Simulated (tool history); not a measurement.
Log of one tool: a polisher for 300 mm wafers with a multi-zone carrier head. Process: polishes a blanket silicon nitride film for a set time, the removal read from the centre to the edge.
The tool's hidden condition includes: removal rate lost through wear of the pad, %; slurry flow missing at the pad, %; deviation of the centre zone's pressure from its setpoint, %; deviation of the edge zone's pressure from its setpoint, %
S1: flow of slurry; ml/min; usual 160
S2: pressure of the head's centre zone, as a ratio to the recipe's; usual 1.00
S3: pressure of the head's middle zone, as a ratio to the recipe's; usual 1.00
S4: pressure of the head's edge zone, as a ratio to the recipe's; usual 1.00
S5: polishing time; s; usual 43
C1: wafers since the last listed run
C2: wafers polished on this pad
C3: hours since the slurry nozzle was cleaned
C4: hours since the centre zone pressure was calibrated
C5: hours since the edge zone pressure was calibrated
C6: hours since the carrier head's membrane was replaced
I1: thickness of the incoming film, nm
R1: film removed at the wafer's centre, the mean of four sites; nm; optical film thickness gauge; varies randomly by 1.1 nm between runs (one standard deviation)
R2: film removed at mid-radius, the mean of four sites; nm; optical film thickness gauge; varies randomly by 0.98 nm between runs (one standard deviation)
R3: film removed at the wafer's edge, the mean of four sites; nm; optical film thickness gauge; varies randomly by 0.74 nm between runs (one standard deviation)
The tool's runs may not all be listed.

{"run": 1, "hour": 0.0, "S1": 160, "S2": 1.0, "S3": 1.0, "S4": 1.0, "S5": 43, "C1": 0, "C2": 662, "C3": 271.8, "C4": 763.0, "C5": 279.6, "C6": 1784.0, "I1": 882.5, "R1": 80.6, "R2": 83.4, "R3": 85.4}
{"hour": 3.7, "done": "edge zone pressure recalibrated"}
{"hour": 18.9, "done": "worn pad replaced by a new one"}
{"run": 2, "hour": 19.4, "S1": 160, "S2": 1.0, "S3": 1.0, "S4": 1.0, "S5": 43, "C1": 96, "C2": 3, "C3": 291.2, "C4": 782.4, "C5": 15.7, "C6": 1803.4, "I1": 895.2, "R1": 79.8, "R2": 82.7, "R3": 85.9}
{"run": 3, "hour": 51.1, "S1": 160, "S2": 1.0, "S3": 1.0, "S4": 1.07, "S5": 43, "C1": 229, "C2": 232, "C3": 322.9, "C4": 814.1, "C5": 47.4, "C6": 1835.1, "I1": 888.8, "R1": 79.1, "R2": 84.8, "R3": 87.8}
{"run": 4, "hour": 68.6, "S1": 160, "S2": 1.0, "S3": 1.0, "S4": 1.07, "S5": 43, "C1": 126, "C2": 359, "C3": 340.4, "C4": 831.6, "C5": 64.9, "C6": 1852.6, "I1": 897.8, "R1": 79.4, "R2": 81.4, "R3": 88.0}
{"run": 5, "hour": 82.6, "S1": 160, "S2": 1.0, "S3": 1.0, "S4": 1.07, "S5": 43, "C1": 101, "C2": 460, "C3": 354.4, "C4": 845.6, "C5": 78.9, "C6": 1866.6, "I1": 894.4, "R1": 77.2, "R2": 83.0, "R3": 88.7}
{"hour": 113.7, "done": "worn pad replaced by a new one"}
{"run": 6, "hour": 114.2, "S1": 160, "S2": 1.0, "S3": 1.0, "S4": 1.0, "S5": 43, "C1": 199, "C2": 3, "C3": 386.0, "C4": 877.2, "C5": 110.5, "C6": 1898.2, "I1": 874.2, "R1": 78.1, "R2": 80.1, "R3": 84.8}
{"run": 7, "hour": 131.9, "S1": 160, "S2": 1.0, "S3": 1.0, "S4": 1.0, "S5": 43, "C1": 127, "C2": 131, "C3": 403.7, "C4": 894.9, "C5": 128.2, "C6": 1915.9, "I1": 900.0, "R1": 77.2, "R2": 80.9, "R3": 85.3}
{"run": 8, "hour": 162.0, "S1": 160, "S2": 1.0, "S3": 1.0, "S4": 1.0, "S5": 43, "C1": 217, "C2": 349, "C3": 433.8, "C4": 925.0, "C5": 158.3, "C6": 1946.0, "I1": 889.4, "R1": 76.3, "R2": 79.2, "R3": 84.9}
{"run": 9, "hour": 175.7, "S1": 125, "S2": 0.94, "S3": 1.0, "S4": 1.0, "S5": 43, "C1": 99, "C2": 448, "C3": 447.5, "C4": 938.7, "C5": 172.0, "C6": 1959.7, "I1": 899.3, "R1": 64.4, "R2": 72.7, "R3": 79.7}
{"hour": 194.3, "done": "slurry nozzle cleaned"}
{"hour": 204.0, "done": "carrier head's membrane replaced by a new one"}
{"run": 10, "hour": 204.5, "S1": 160, "S2": 1.0, "S3": 1.02, "S4": 1.0, "S5": 43, "C1": 164, "C2": 612, "C3": 10.2, "C4": 967.5, "C5": 200.8, "C6": 0.5, "I1": 889.9, "R1": 84.6, "R2": 91.7, "R3": 89.3}
{"hour": 208.5, "done": "worn pad replaced by a new one"}
{"run": 11, "hour": 218.5, "S1": 200, "S2": 1.0, "S3": 0.97, "S4": 1.08, "S5": 49, "C1": 72, "C2": 72, "C3": 24.2, "C4": 981.5, "C5": 214.8, "C6": 14.5, "I1": 902.8, "R1": 100.9, "R2": 102.0, "R3": 108.7}
{"run": 12, "hour": 247.3, "S1": 160, "S2": 0.9, "S3": 0.95, "S4": 1.03, "S5": 33, "C1": 208, "C2": 280, "C3": 53.0, "C4": 1010.3, "C5": 243.6, "C6": 43.3, "I1": 889.2, "R1": 57.6, "R2": 65.3, "R3": 69.0}
{"run": 13, "hour": 273.9, "S1": 160, "S2": 1.0, "S3": 1.0, "S4": 1.0, "S5": 43, "C1": 192, "C2": 472, "C3": 79.6, "C4": 1036.9, "C5": 270.2, "C6": 69.9, "I1": 882.3, "R1": 85.3, "R2": 87.7, "R3": 88.7}
{"run": 14, "hour": 302.4, "S1": 125, "S2": 1.0, "S3": 1.0, "S4": 0.95, "S5": 43, "C1": 205, "C2": 678, "C3": 108.1, "C4": 1065.4, "C5": 298.7, "C6": 98.4, "I1": 876.5, "R1": 79.0, "R2": 79.9, "R3": 83.9}
{"hour": 308.4, "done": "worn pad replaced by a new one, of another model than before"}
{"hour": 310.9, "done": "centre zone pressure recalibrated"}
{"run": 15, "hour": 326.6, "S1": 160, "S2": 1.0, "S3": 1.0, "S4": 1.08, "S5": 43, "C1": 131, "C2": 117, "C3": 132.3, "C4": 15.7, "C5": 322.9, "C6": 122.6, "I1": 880.0, "R1": 85.9, "R2": 85.3, "R3": 91.4}
{"hour": 345.1, "done": "edge zone pressure recalibrated"}
{"run": 16, "hour": 351.7, "S1": 145, "S2": 1.08, "S3": 1.11, "S4": 1.07, "S5": 43, "C1": 166, "C2": 283, "C3": 157.4, "C4": 40.8, "C5": 6.6, "C6": 147.7, "I1": 877.4, "R1": 88.4, "R2": 93.0, "R3": 90.2}
{"run": 17, "hour": 384.6, "S1": 160, "S2": 1.0, "S3": 1.0, "S4": 1.0, "S5": 43, "C1": 237, "C2": 521, "C3": 190.3, "C4": 73.7, "C5": 39.5, "C6": 180.6, "I1": 889.7, "R1": 82.3, "R2": 88.5, "R3": 89.4}
{"run": 18, "hour": 420.4, "S1": 160, "S2": 1.08, "S3": 1.0, "S4": 1.1, "S5": 43, "C1": 258, "C2": 780, "C3": 226.1, "C4": 109.5, "C5": 75.3, "C6": 216.4, "I1": 900.0, "R1": 89.6, "R2": 86.7, "R3": 91.2}
{"hour": 425.4, "done": "worn pad replaced by a new one"}
{"run": 19, "hour": 439.5, "S1": 160, "S2": 1.0, "S3": 1.05, "S4": 0.96, "S5": 43, "C1": 109, "C2": 102, "C3": 245.2, "C4": 128.6, "C5": 94.4, "C6": 235.5, "I1": 879.9, "R1": 80.9, "R2": 88.7, "R3": 85.8}
{"run": 20, "hour": 497.5, "S1": 160, "S2": 1.0, "S3": 1.11, "S4": 0.9, "S5": 43, "C1": 419, "C2": 521, "C3": 303.2, "C4": 186.6, "C5": 152.4, "C6": 293.5, "I1": 898.6, "R1": 83.0, "R2": 92.3, "R3": 82.7}
{"run": 21, "hour": 512.1, "S1": 160, "S2": 1.0, "S3": 1.0, "S4": 1.0, "S5": 43, "C1": 105, "C2": 626, "C3": 317.8, "C4": 201.2, "C5": 167.0, "C6": 308.1, "I1": 894.8, "R1": 82.7, "R2": 85.6, "R3": 86.8}

5 ways to go on from here, each from the tool as it stands after run 21. What would each give?
{"run": "A", "hour": 512.5, "S1": 160, "S2": 1.0, "S3": 1.0, "S4": 1.0, "S5": 43, "C1": 2, "C2": 629, "C3": 318.2, "C4": 201.6, "C5": 167.4, "C6": 308.5, "I1": 883.8, "R1": "?", "R2": "?", "R3": "?"}
{"run": "B", "hour": 512.5, "S1": 105, "S2": 1.0, "S3": 1.0, "S4": 0.92, "S5": 43, "C1": 2, "C2": 629, "C3": 318.2, "C4": 201.6, "C5": 167.4, "C6": 308.5, "I1": 883.8, "R1": "?", "R2": "?", "R3": "?"}
{"run": "C", "hour": 512.5, "S1": 160, "S2": 1.0, "S3": 1.0, "S4": 1.05, "S5": 43, "C1": 2, "C2": 629, "C3": 318.2, "C4": 201.6, "C5": 167.4, "C6": 308.5, "I1": 883.8, "R1": "?", "R2": "?", "R3": "?"}
{"run": "D", "hour": 512.5, "S1": 190, "S2": 1.09, "S3": 1.0, "S4": 1.0, "S5": 43, "C1": 2, "C2": 629, "C3": 318.2, "C4": 201.6, "C5": 167.4, "C6": 308.5, "I1": 883.8, "R1": "?", "R2": "?", "R3": "?"}
{"run": "E", "hour": 512.5, "S1": 160, "S2": 1.0, "S3": 1.1, "S4": 1.08, "S5": 52, "C1": 2, "C2": 629, "C3": 318.2, "C4": 201.6, "C5": 167.4, "C6": 308.5, "I1": 883.8, "R1": "?", "R2": "?", "R3": "?"}

run=A R1=80.9 R2=84.3 R3=86.8
run=B R1=73.9 R2=77.9 R3=79.7
run=C R1=80.9 R2=84.3 R3=88.5
run=D R1=91.0 R2=86.6 R3=88.5
run=E R1=97.9 R2=110.2 R3=108.1
Take away the tool's hidden state, keep each run's random variation, and the runs would have read:
run=A R1=84.6 R2=87.7 R3=89.3
run=B R1=78.6 R2=82.2 R3=82.6
run=C R1=84.6 R2=87.7 R3=91.0
run=D R1=94.6 R2=89.7 R3=90.8
run=E R1=102.3 R2=114.7 R3=111.2

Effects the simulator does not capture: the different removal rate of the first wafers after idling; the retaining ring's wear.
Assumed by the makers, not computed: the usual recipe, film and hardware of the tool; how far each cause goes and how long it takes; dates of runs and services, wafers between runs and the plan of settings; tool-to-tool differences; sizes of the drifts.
